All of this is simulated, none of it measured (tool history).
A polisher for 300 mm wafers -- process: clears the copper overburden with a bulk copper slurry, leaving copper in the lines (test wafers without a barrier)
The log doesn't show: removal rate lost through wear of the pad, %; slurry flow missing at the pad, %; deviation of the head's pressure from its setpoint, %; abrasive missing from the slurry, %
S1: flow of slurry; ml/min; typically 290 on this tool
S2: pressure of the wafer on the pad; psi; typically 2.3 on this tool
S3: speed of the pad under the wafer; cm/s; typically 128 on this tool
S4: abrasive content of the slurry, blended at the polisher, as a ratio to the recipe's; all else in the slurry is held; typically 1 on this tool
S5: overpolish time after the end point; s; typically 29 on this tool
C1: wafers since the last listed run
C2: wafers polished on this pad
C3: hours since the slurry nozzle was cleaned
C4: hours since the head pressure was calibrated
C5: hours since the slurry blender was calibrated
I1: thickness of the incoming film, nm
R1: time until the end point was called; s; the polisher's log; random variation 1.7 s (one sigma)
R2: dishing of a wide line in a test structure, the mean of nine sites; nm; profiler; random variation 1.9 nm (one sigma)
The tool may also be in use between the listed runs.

| run | hour | S1 | S2 | S3 | S4 | S5 | C1 | C2 | C3 | C4 | C5 | I1 | R1 | R2 |
|---|---|---|---|---|---|---|---|---|---|---|---|---|---|---|
| 1 | 0 | 290 | 2.3 | 118 | 1 | 29 | 0 | 220 | 385.2 | 709 | 97.2 | 896.1 | 127.8 | 77.1 |
| 2 | 26.4 | 290 | 2.3 | 118 | 1 | 29 | 229 | 449 | 411.6 | 735.4 | 123.6 | 888.3 | 129.4 | 77.3 |
| 3 | 45.4 | 290 | 2.3 | 128 | 1 | 29 | 165 | 615 | 430.6 | 754.4 | 142.6 | 880 | 115.6 | 84.2 |
| 4 | 79.9 | 355 | 2.3 | 128 | 1 | 25 | 300 | 915 | 465.1 | 788.9 | 177.1 | 894.6 | 115.9 | 74.1 |
| 5 | 97.9 | 355 | 2.3 | 128 | 1 | 25 | 156 | 1072 | 483.1 | 806.9 | 195.1 | 891.1 | 117.7 | 80.9 |
|  | 107.4 | worn pad replaced by a new one |
| 6 | 128.8 | 355 | 2.3 | 128 | 1 | 25 | 234 | 186 | 514 | 837.8 | 226 | 885.8 | 120.2 | 78.8 |
| 7 | 150.5 | 290 | 2.3 | 128 | 1 | 29 | 188 | 375 | 535.7 | 859.5 | 247.7 | 904.3 | 123.9 | 81.8 |
| 8 | 169.5 | 290 | 2.3 | 128 | 1 | 29 | 165 | 540 | 554.7 | 878.5 | 266.7 | 904.7 | 122.3 | 79 |
| 9 | 190.5 | 290 | 2.3 | 128 | 1 | 29 | 182 | 723 | 575.7 | 899.5 | 287.7 | 891.8 | 120.2 | 82.8 |
| 10 | 204.7 | 290 | 2.3 | 128 | 1 | 29 | 123 | 846 | 589.9 | 913.7 | 301.9 | 906.4 | 125.5 | 81.4 |
| 11 | 239 | 290 | 2.3 | 128 | 1 | 29 | 298 | 1145 | 624.2 | 948 | 336.2 | 875.6 | 122.4 | 80.4 |
|  | 260.2 | worn pad replaced by a new one |
| 12 | 272.1 | 290 | 2.3 | 98 | 1 | 29 | 253 | 103 | 657.3 | 981.1 | 369.3 | 880.1 | 158.1 | 72.2 |
|  | 303.5 | slurry blender recalibrated |
| 13 | 306.9 | 290 | 2.3 | 98 | 1 | 29 | 285 | 388 | 692.1 | 1015.9 | 3.4 | 897.1 | 156.1 | 71.3 |
| 14 | 338.2 | 290 | 2.3 | 128 | 1 | 29 | 272 | 661 | 723.4 | 1047.2 | 34.7 | 893.4 | 115.2 | 81.2 |
|  | 369.2 | slurry nozzle cleaned |
| 15 | 371.1 | 190 | 2.3 | 146 | 1 | 29 | 277 | 939 | 1.9 | 1080.1 | 67.6 | 891.1 | 108.8 | 82.1 |
| 16 | 390.2 | 290 | 2.3 | 96 | 1 | 29 | 166 | 1105 | 21 | 1099.2 | 86.7 | 881.8 | 152.6 | 73.6 |
|  | 395.9 | worn pad replaced by a new one |
| 17 | 422.5 | 290 | 2.3 | 158 | 1 | 29 | 246 | 231 | 53.3 | 1131.5 | 119 | 889 | 94.9 | 89.3 |
| 18 | 448.2 | 290 | 2.3 | 112 | 1 | 15 | 223 | 455 | 79 | 1157.2 | 144.7 | 908.8 | 138.9 | 54.7 |
| 19 | 477.1 | 290 | 2.3 | 128 | 1.3 | 17 | 251 | 706 | 107.9 | 1186.1 | 173.6 | 886.6 | 110.8 | 69.2 |
| 20 | 510.8 | 290 | 2.3 | 98 | 1 | 29 | 293 | 1000 | 141.6 | 1219.8 | 207.3 | 898.9 | 161.3 | 70.7 |
|  | 529.8 | head pressure recalibrated |
| 21 | 532.2 | 290 | 2.3 | 128 | 1 | 29 | 168 | 1168 | 163 | 2.4 | 228.7 | 882.1 | 120.7 | 79.4 |
| 22 | 552.9 | 290 | 2.3 | 148 | 1 | 29 | 180 | 1349 | 183.7 | 23.1 | 249.4 | 890.4 | 104.4 | 79.9 |
|  | 559 | worn pad replaced by a new one |
| 23 | 570.8 | 290 | 1.9 | 128 | 0.85 | 29 | 120 | 102 | 201.6 | 41 | 267.3 | 893.8 | 155.3 | 68.9 |
| 24 | 586.1 | 205 | 2.6 | 128 | 1 | 17 | 133 | 235 | 216.9 | 56.3 | 282.6 | 882.4 | 110.9 | 67 |
| 25 | 609.4 | 205 | 2.3 | 128 | 1 | 29 | 202 | 438 | 240.2 | 79.6 | 305.9 | 881.6 | 127.4 | 80.8 |
| 26 | 645 | 290 | 2.3 | 128 | 1 | 29 | 309 | 748 | 275.8 | 115.2 | 341.5 | 887 | 124.2 | 78.9 |
| 27 | 680.3 | 290 | 1.8 | 150 | 1 | 38 | 307 | 1055 | 311.1 | 150.5 | 376.8 | 885.6 | 132.1 | 74.8 |
| 28 | 700.4 | 290 | 2.3 | 128 | 1 | 29 | 174 | 1230 | 331.2 | 170.6 | 396.9 | 891.4 | 127.1 | 77.3 |
|  | 710.3 | slurry blender recalibrated |
|  | 720.3 | worn pad replaced by a new one |
| 29 | 731.2 | 250 | 2.3 | 128 | 0.75 | 19 | 215 | 94 | 362 | 201.4 | 20.9 | 873.1 | 126.2 | 64.9 |

For some of the steps in R1 from one run to the next: how much would appear even if the tool had no hidden state, given the settings, what came in and random variation, and how much remains for the hidden state plus any gauge scatter that the measured result and the result without hidden state don't share?
Run 12 -> 13: slurry blender recalibrated. R1 -2 s: hidden state -10.4, all else +8.4.
Run 16 -> 17: S3 96 -> 158, worn pad replaced by a new one. R1 -57.7 s: hidden state -0.8, all else -56.9.
Run 22 -> 23: S2 2.3 -> 1.9, S3 148 -> 128, S4 1 -> 0.85, worn pad replaced by a new one. R1 +50.9 s: hidden state +3.3, all else +47.6.
Run 28 -> 29: S1 290 -> 250, S4 1 -> 0.75, S5 29 -> 19, slurry blender recalibrated, worn pad replaced by a new one. R1 -0.9 s: hidden state -11.1, all else +10.2.
